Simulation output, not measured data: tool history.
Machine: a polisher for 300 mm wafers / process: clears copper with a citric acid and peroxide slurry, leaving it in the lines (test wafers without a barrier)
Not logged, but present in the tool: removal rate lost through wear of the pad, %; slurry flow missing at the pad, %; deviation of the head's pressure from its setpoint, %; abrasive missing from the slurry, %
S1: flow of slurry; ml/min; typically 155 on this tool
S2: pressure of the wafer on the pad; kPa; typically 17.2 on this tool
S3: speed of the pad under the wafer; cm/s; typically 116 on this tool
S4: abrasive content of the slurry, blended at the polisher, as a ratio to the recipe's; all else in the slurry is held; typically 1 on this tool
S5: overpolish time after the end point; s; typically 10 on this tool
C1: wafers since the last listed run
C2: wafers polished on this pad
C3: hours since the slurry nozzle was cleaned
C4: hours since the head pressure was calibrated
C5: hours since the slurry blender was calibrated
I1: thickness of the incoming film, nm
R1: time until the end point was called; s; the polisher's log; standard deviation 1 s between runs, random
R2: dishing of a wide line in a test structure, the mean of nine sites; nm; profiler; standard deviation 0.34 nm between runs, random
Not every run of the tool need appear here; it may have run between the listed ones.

{"run": 1, "hour": 0.0, "S1": 155, "S2": 17.2, "S3": 116, "S4": 1, "S5": 10, "C1": 0, "C2": 82, "C3": 171.7, "C4": 561.8, "C5": 96.3, "I1": 180.4, "R1": 88, "R2": 15.2}
{"run": 2, "hour": 15.1, "S1": 155, "S2": 17.2, "S3": 116, "S4": 1, "S5": 10, "C1": 124, "C2": 207, "C3": 186.8, "C4": 576.9, "C5": 111.4, "I1": 179.9, "R1": 88.2, "R2": 15}
{"run": 3, "hour": 25.9, "S1": 155, "S2": 17.2, "S3": 116, "S4": 1, "S5": 10, "C1": 88, "C2": 295, "C3": 197.6, "C4": 587.7, "C5": 122.2, "I1": 179.2, "R1": 85.9, "R2": 15.5}
{"run": 4, "hour": 38.2, "S1": 155, "S2": 17.2, "S3": 116, "S4": 1.05, "S5": 10, "C1": 101, "C2": 397, "C3": 209.9, "C4": 600, "C5": 134.5, "I1": 182.7, "R1": 88.9, "R2": 15.6}
{"run": 5, "hour": 51.2, "S1": 155, "S2": 17.2, "S3": 116, "S4": 1.05, "S5": 10, "C1": 106, "C2": 504, "C3": 222.9, "C4": 613, "C5": 147.5, "I1": 181.7, "R1": 88, "R2": 15.4}
{"run": 6, "hour": 58.6, "S1": 155, "S2": 17.2, "S3": 116, "S4": 1, "S5": 10, "C1": 60, "C2": 564, "C3": 230.3, "C4": 620.4, "C5": 154.9, "I1": 179.9, "R1": 91.1, "R2": 14.8}
{"run": 7, "hour": 67.9, "S1": 155, "S2": 17.2, "S3": 116, "S4": 1, "S5": 10, "C1": 76, "C2": 641, "C3": 239.6, "C4": 629.7, "C5": 164.2, "I1": 178.2, "R1": 88.3, "R2": 14.5}
{"run": 8, "hour": 76.7, "S1": 155, "S2": 17.2, "S3": 116, "S4": 0.8, "S5": 10, "C1": 72, "C2": 713, "C3": 248.4, "C4": 638.5, "C5": 173, "I1": 178.5, "R1": 99.5, "R2": 13.8}
{"run": 9, "hour": 88.2, "S1": 155, "S2": 17.2, "S3": 116, "S4": 0.8, "S5": 10, "C1": 94, "C2": 808, "C3": 259.9, "C4": 650, "C5": 184.5, "I1": 177.2, "R1": 96.5, "R2": 13.8}
{"run": 10, "hour": 104.2, "S1": 155, "S2": 17.2, "S3": 116, "S4": 1.1, "S5": 10, "C1": 131, "C2": 940, "C3": 275.9, "C4": 666, "C5": 200.5, "I1": 178.6, "R1": 89.6, "R2": 15}
{"run": 11, "hour": 114.9, "S1": 125, "S2": 22.1, "S3": 116, "S4": 0.8, "S5": 7, "C1": 88, "C2": 1028, "C3": 286.6, "C4": 676.7, "C5": 211.2, "I1": 180.5, "R1": 86, "R2": 11.5}
{"run": 12, "hour": 121.0, "S1": 155, "S2": 19.3, "S3": 116, "S4": 1, "S5": 12, "C1": 50, "C2": 1078, "C3": 292.7, "C4": 682.8, "C5": 217.3, "I1": 182.3, "R1": 83.6, "R2": 19}
{"hour": 123.8, "done": "head pressure recalibrated"}
{"hour": 129.3, "done": "slurry blender recalibrated"}
{"run": 13, "hour": 137.5, "S1": 135, "S2": 17.2, "S3": 138, "S4": 1, "S5": 15, "C1": 102, "C2": 1181, "C3": 309.2, "C4": 13.7, "C5": 8.2, "I1": 178.2, "R1": 80.9, "R2": 24.7}
{"run": 14, "hour": 145.5, "S1": 155, "S2": 17.2, "S3": 130, "S4": 1, "S5": 14, "C1": 65, "C2": 1247, "C3": 317.2, "C4": 21.7, "C5": 16.2, "I1": 181, "R1": 83.7, "R2": 22.3}
{"hour": 153.2, "done": "worn pad replaced by a new one, of another model than before"}
{"run": 15, "hour": 162.8, "S1": 155, "S2": 17.2, "S3": 150, "S4": 0.9, "S5": 12, "C1": 109, "C2": 78, "C3": 334.5, "C4": 39, "C5": 33.5, "I1": 176.7, "R1": 77.5, "R2": 20.2}
{"hour": 177.9, "done": "slurry nozzle cleaned"}
{"run": 16, "hour": 191.5, "S1": 155, "S2": 17.2, "S3": 116, "S4": 1, "S5": 10, "C1": 227, "C2": 306, "C3": 13.6, "C4": 67.7, "C5": 62.2, "I1": 178.9, "R1": 82.5, "R2": 16.2}
{"run": 17, "hour": 199.0, "S1": 185, "S2": 17.2, "S3": 152, "S4": 0.85, "S5": 8, "C1": 61, "C2": 368, "C3": 21.1, "C4": 75.2, "C5": 69.7, "I1": 181.7, "R1": 76.4, "R2": 14.7}
{"run": 18, "hour": 210.3, "S1": 155, "S2": 17.2, "S3": 116, "S4": 1, "S5": 10, "C1": 92, "C2": 461, "C3": 32.4, "C4": 86.5, "C5": 81, "I1": 180.7, "R1": 84.8, "R2": 16.3}
{"run": 19, "hour": 226.8, "S1": 155, "S2": 17.2, "S3": 116, "S4": 1, "S5": 10, "C1": 135, "C2": 597, "C3": 48.9, "C4": 103, "C5": 97.5, "I1": 179, "R1": 85, "R2": 16.8}
{"run": 20, "hour": 235.7, "S1": 155, "S2": 17.2, "S3": 116, "S4": 1, "S5": 10, "C1": 73, "C2": 670, "C3": 57.8, "C4": 111.9, "C5": 106.4, "I1": 180, "R1": 86.1, "R2": 15.5}

Below, some changes in R1 between adjacent runs. For each, the amount present without the hidden state too (settings, incoming material, random variation) and the amount remaining for the hidden state with gauge scatter not shared by both compared results:
Run 7 -> 8: S4 1 -> 0.8. R1 +11.2 s: hidden state +1.2, all else +10.
Run 14 -> 15: S3 130 -> 150, S4 1 -> 0.9, S5 14 -> 12, worn pad replaced by a new one, of another model than before. R1 -6.2 s: hidden state -3.6, all else -2.6.
Run 15 -> 16: S3 150 -> 116, S4 0.9 -> 1, S5 12 -> 10, slurry nozzle cleaned. R1 +5 s: hidden state -4.9, all else +9.9.
Run 17 -> 18: S1 185 -> 155, S3 152 -> 116, S4 0.85 -> 1, S5 8 -> 10. R1 +8.4 s: hidden state +0.2, all else +8.2.
